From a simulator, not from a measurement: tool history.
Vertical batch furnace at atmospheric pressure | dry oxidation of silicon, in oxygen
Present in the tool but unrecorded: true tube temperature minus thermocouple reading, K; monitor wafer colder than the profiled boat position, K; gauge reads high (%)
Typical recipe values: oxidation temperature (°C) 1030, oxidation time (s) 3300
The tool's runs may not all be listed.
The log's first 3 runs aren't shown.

| run | hour | oxidation temperature (°C) | oxidation time (s) | wafers since the last listed run | hours since the last temperature calibration | hours since the boat lift was adjusted | hours since the gauge calibration | read-back reference wafer on the same gauge, thickness | oxide thickness on the monitor wafer (nm) |
|---|---|---|---|---|---|---|---|---|---|
| 4 | 31.5 | 1030 | 3300 | 239 | 4370.8 | 2280.0 | 80.0 | 72.38 | 67.29 |
| 5 | 39.4 | 1024 | 3300 | 127 | 4378.7 | 2287.9 | 87.9 | 72.40 | 63.64 |
| 6 | 47.2 | 1024 | 3300 | 126 | 4386.5 | 2295.7 | 95.7 | 72.39 | 63.66 |
| 7 | 54.8 | 1024 | 3300 | 122 | 4394.1 | 2303.3 | 103.3 | 72.39 | 63.66 |
| 8 | 71.4 | 1030 | 3300 | 268 | 4410.7 | 2319.9 | 119.9 | 72.43 | 67.30 |
| 9 | 80.6 | 1030 | 3300 | 148 | 4419.9 | 2329.1 | 129.1 | 72.41 | 67.09 |
| 10 | 96.3 | 1030 | 3300 | 254 | 4435.6 | 2344.8 | 144.8 | 72.36 | 67.28 |
| 11 | 103.6 | 1030 | 3300 | 118 | 4442.9 | 2352.1 | 152.1 | 72.38 | 67.36 |
| 12 | 120.5 | 1030 | 3300 | 273 | 4459.8 | 2369.0 | 169.0 | 72.39 | 67.20 |
| 13 | 132.6 | 1022 | 4050 | 195 | 4471.9 | 2381.1 | 181.1 | 72.42 | 71.40 |
| 14 | 138.8 | 1022 | 4050 | 100 | 4478.1 | 2387.3 | 187.3 | 72.42 | 71.44 |
| 15 | 155.4 | 1022 | 4050 | 268 | 4494.7 | 2403.9 | 203.9 | 72.41 | 71.43 |
| 16 | 170.1 | 1030 | 3300 | 237 | 4509.4 | 2418.6 | 218.6 | 72.39 | 67.34 |
| 17 | 185.6 | 1030 | 3300 | 250 | 4524.9 | 2434.1 | 234.1 | 72.39 | 67.21 |
|  | 236.2 | boat lift adjusted |
| 18 | 236.7 | 1030 | 3300 | 438 | 4576.0 | 0.5 | 285.2 | 72.37 | 69.52 |
| 19 | 245.2 | 1030 | 3300 | 137 | 4584.5 | 9.0 | 293.7 | 72.40 | 69.61 |
| 20 | 255.3 | 1054 | 2190 | 163 | 4594.6 | 19.1 | 303.8 | 72.44 | 65.96 |
|  | 272.1 | gauge calibrated |
|  | 283.6 | thermocouples replaced and temperature profile calibrated |
| 21 | 284.1 | 1018 | 3300 | 77 | 0.5 | 47.9 | 12.0 | 72.41 | 59.35 |
| 22 | 288.2 | 1030 | 3300 | 66 | 4.6 | 52.0 | 16.1 | 72.41 | 66.22 |
| 23 | 295.8 | 1019 | 3300 | 122 | 12.2 | 59.6 | 23.7 | 72.39 | 59.73 |
| 24 | 303.8 | 1024 | 3300 | 129 | 20.2 | 67.6 | 31.7 | 72.40 | 62.43 |
| 25 | 316.3 | 1037 | 2730 | 202 | 32.7 | 80.1 | 44.2 | 72.40 | 62.50 |
| 26 | 330.2 | 1053 | 1710 | 224 | 46.6 | 94.0 | 58.1 | 72.36 | 53.67 |
| 27 | 340.8 | 1030 | 3300 | 171 | 57.2 | 104.6 | 68.7 | 72.40 | 65.91 |

Run 28 has not been measured yet. What should we expect?
| 28 | 349.9 | 1051 | 4050 | 147 | 66.3 | 113.7 | 77.8 | ? | ? |

{"run 28": {"read-back reference wafer on the same gauge, thickness": 72.44, "oxide thickness on the monitor wafer (nm)": 90.6}}
With no hidden state in the tool, this same run would have given oxide thickness on the monitor wafer (nm) 90.89.
